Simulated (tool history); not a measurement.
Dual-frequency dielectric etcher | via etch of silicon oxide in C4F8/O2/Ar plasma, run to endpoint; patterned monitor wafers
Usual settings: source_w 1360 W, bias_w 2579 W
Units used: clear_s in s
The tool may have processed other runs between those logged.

run   hour  source_w  bias_w  wafers since the last listed run  hours since the last wet clean  hours since the last source power generator calibration  hours since the last bias power generator calibration  hours since the last upper electrode change  incoming incoming film thickness, nm  clear_s
  1      0      1540    2579                                 0                           305.5                                                     3516                                                   2331                                       3492.5                                  1483    299.9
  2    8.4      1360    2579                                46                           313.9                                                   3524.4                                                 2339.4                                       3500.9                                1495.1    317.4
  3   21.1      1430    2579                                70                           326.6                                                   3537.1                                                 2352.1                                       3513.6                                1501.9    310.4
  4     33      1360    2579                                66                           338.5                                                     3549                                                   2364                                       3525.5                                1485.8    316.4
      39.6  -- bias power generator calibrated
  5   45.5      1360    2372                                47                             351                                                   3561.5                                                    5.9                                         3538                                1492.4    322.3
  6   61.9      1360    2372                                91                           367.4                                                   3577.9                                                   22.3                                       3554.4                                1497.2    323.4
  7   78.6      1610    2579                                92                           384.1                                                   3594.6                                                     39                                       3571.1                                1487.9    288.3
  8   87.2      1610    2579                                47                           392.7                                                   3603.2                                                   47.6                                       3579.7                                  1487    285.2
  9  102.7      1610    2579                                86                           408.2                                                   3618.7                                                   63.1                                       3595.2                                1488.4    286.6
 10  110.3      1360    2270                                42                           415.8                                                   3626.3                                                   70.7                                       3602.8                                1489.5    321.8
 11  123.5      1360    2156                                73                             429                                                   3639.5                                                   83.9                                         3616                                1489.2    324.4
 12  137.1      1360    1976                                75                           442.6                                                   3653.1                                                   97.5                                       3629.6                                1510.2    331.6
     143.7  -- source power generator calibrated
     166.1  -- upper electrode replaced
     173.3  -- wet clean of the chamber
 13  173.8      1360    2579                                17                             0.5                                                     30.1                                                  134.2                                          7.7                                1499.7    328.7
 14  174.2      1360    2579                                 2                             0.9                                                     30.5                                                  134.6                                          8.1                                1497.9    326.6
 15  174.6      1070    2033                                 2                             1.3                                                     30.9                                                    135                                          8.5                                1507.7    398.6
 16  179.3      1170    2845                                26                               6                                                     35.6                                                  139.7                                         13.2                                1493.2    350.4
 17  191.8      1630    2579                                69                            18.5                                                     48.1                                                  152.2                                         25.7                                1509.7    300.2
 18  202.9      1680    2579                                61                            29.6                                                     59.2                                                  163.3                                         36.8                                1500.8    293.7
 19  210.6      1360    2579                                42                            37.3                                                     66.9                                                    171                                         44.5                                1494.6    330.7
 20  224.3      1080    3189                                76                              51                                                     80.6                                                  184.7                                         58.2                                1478.5    347.2
 21    233      1270    3137                                48                            59.7                                                     89.3                                                  193.4                                         66.9                                1482.2    321.9
 22  246.3      1540    3152                                74                              73                                                    102.6                                                  206.7                                         80.2                                1506.1    290.8
 23  256.5      1360    2579                                56                            83.2                                                    112.8                                                  216.9                                         90.4                                1495.4    328.2
 24  266.3      1070    2326                                54                              93                                                    122.6                                                  226.7                                        100.2                                1498.1    379.5
 25  277.5      1050    3081                                62                           104.2                                                    133.8                                                  237.9                                        111.4                                1487.3    363.2
 26  295.1      1360    2579                                98                           121.8                                                    151.4                                                  255.5                                          129                                1483.6    323.4
 27  305.8      1600    2579                                59                           132.5                                                    162.1                                                  266.2                                        139.7                                1499.9    293.8
 28  320.8      1360    1976                                83                           147.5                                                    177.1                                                  281.2                                        154.7                                1487.1    338.6
 29  335.1      1360    2579                                79                           161.8                                                    191.4                                                  295.5                                          169                                1496.5    324.4
 30  351.3      1360    2579                                90                             178                                                    207.6                                                  311.7                                        185.2                                1494.9      325
 31  363.3      1610    2416                                66                             190                                                    219.6                                                  323.7                                        197.2                                1504.5    298.7
 32  379.5      1360    2372                                90                           206.2                                                    235.8                                                  339.9                                        213.4                                1489.6    328.6
 33  425.6      1160    3206                               256                           252.3                                                    281.9                                                    386                                        259.5                                1497.1    334.5
 34  437.4      1360    2579                                65                           264.1                                                    293.7                                                  397.8                                        271.3                                1510.6    320.1
 35  447.1      1130    3217                                54                           273.8                                                    303.4                                                  407.5                                          281                                  1502    338.2
 36  457.9      1100    3221                                60                           284.6                                                    314.2                                                  418.3                                        291.8                                1488.4    338.1

The tool's hidden state at each run:
source power that arrives over what is set, %: 0, the same for each run
bias power that arrives over what is set, %: 0, the same for each run
H1: etch rate over this chamber's usual, %
run      H1
  1    3.07
  2    3.16
  3     3.3
  4    3.44
  5    3.58
  6    3.76
  7    3.95
  8    4.04
  9    4.22
 10     4.3
 11    4.45
 12     4.6
 13  0.0564
 14  0.0609
 15  0.0653
 16   0.118
 17   0.258
 18   0.383
 19   0.469
 20   0.623
 21   0.721
 22    0.87
 23   0.984
 24    1.09
 25    1.22
 26    1.42
 27    1.54
 28    1.71
 29    1.87
 30    2.05
 31    2.18
 32    2.36
 33    2.88
 34    3.01
 35    3.12
 36    3.24
